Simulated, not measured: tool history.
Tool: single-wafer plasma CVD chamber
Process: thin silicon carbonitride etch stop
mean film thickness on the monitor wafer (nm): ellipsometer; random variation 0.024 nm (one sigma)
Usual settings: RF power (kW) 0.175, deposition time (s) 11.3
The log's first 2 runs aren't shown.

run    hour  RF power (kW)  deposition time (s)  wafers since the last listed run  hours since the last thermocouple change  hours since the last RF generator calibration  hours since the showerhead was replaced  hours since the gauge calibration  read-back reference wafer on the same gauge, thickness_nm  mean film thickness on the monitor wafer (nm)
  3   218.5          0.175                 11.3                              5551                                    1348.6                                         1145.8                                   6320.6                             1681.4                                                      5.324                                          6.186
  4   263.5          0.175                 11.3                              1359                                    1393.6                                         1190.8                                   6365.6                             1726.4                                                      5.323                                          6.208
  5   323.5           0.19                 11.3                              1813                                    1453.6                                         1250.8                                   6425.6                             1786.4                                                      5.326                                          6.363
  6   383.1          0.175                 10.6                              1801                                    1513.2                                         1310.4                                   6485.2                               1846                                                      5.315                                          5.863
  7   411.3          0.175                 10.6                               852                                    1541.4                                         1338.6                                   6513.4                             1874.2                                                      5.319                                          5.819
  8   450.7          0.175                 10.6                              1190                                    1580.8                                           1378                                   6552.8                             1913.6                                                      5.316                                          5.827
  9   521.2          0.195                 11.3                              2130                                    1651.3                                         1448.5                                   6623.3                             1984.1                                                      5.319                                          6.377
 10   581.8          0.175                 11.8                              1831                                    1711.9                                         1509.1                                   6683.9                             2044.7                                                      5.324                                          6.452
 11   609.9          0.175                 11.3                               849                                      1740                                         1537.2                                     6712                             2072.8                                                      5.318                                          6.162
      629.1  -- thermocouple changed; heater temperature recalibrated
 12   640.4          0.175                 11.3                               679                                      11.3                                         1567.7                                   6742.5                             2103.3                                                      5.325                                          6.218
      809.9  -- gauge calibrated
 13   824.7          0.155                 12.6                              5569                                     195.6                                           1752                                   6926.8                               14.8                                                       5.32                                          6.729
 14   891.7          0.155                 12.6                              2024                                     262.6                                           1819                                   6993.8                               81.8                                                      5.322                                          6.728
 15  1001.6          0.155                 11.3                              3321                                     372.5                                         1928.9                                   7103.7                              191.7                                                      5.319                                          6.007
     1018.6  -- RF generator calibrated
 16  1052.8           0.14                 12.8                              1305                                     423.7                                           34.2                                   7154.9                              242.9                                                      5.315                                          6.819
 17    1081          0.175                 11.3                               852                                     451.9                                           62.4                                   7183.1                              271.1                                                      5.325                                          6.296
 18  1141.3           0.16                 10.7                              1822                                     512.2                                          122.7                                   7243.4                              331.4                                                      5.316                                          5.813
 19  1211.3           0.14                 10.4                              2115                                     582.2                                          192.7                                   7313.4                              401.4                                                      5.323                                          5.487
 20  1246.1            0.2                 13.5                              1051                                       617                                          227.5                                   7348.2                              436.2                                                      5.324                                          7.737
 21  1285.3           0.19                 13.3                              1184                                     656.2                                          266.7                                   7387.4                              475.4                                                      5.323                                          7.543
     1303.8  -- showerhead replaced
 22  1342.3           0.16                 11.3                              1480                                     713.2                                          323.7                                     38.5                              532.4                                                      5.316                                          6.169
 23  1408.1           0.15                 13.4                              1988                                       779                                          389.5                                    104.3                              598.2                                                      5.321                                          7.161
 24  1475.7          0.155                 13.5                              2042                                     846.6                                          457.1                                    171.9                              665.8                                                      5.317                                          7.298
 25  1514.8          0.165                 10.4                              1181                                     885.7                                          496.2                                      211                              704.9                                                      5.321                                          5.659

Run 26 comes next. What will it give?
 26  1568.8          0.185                 11.3                              1631                                     939.7                                          550.2                                      265                              758.9                                                          ?                                              ?

read-back reference wafer on the same gauge, thickness_nm: 5.318
mean film thickness on the monitor wafer (nm): 6.316
Without the tool's hidden state the same run would have given mean film thickness on the monitor wafer (nm) 6.401.
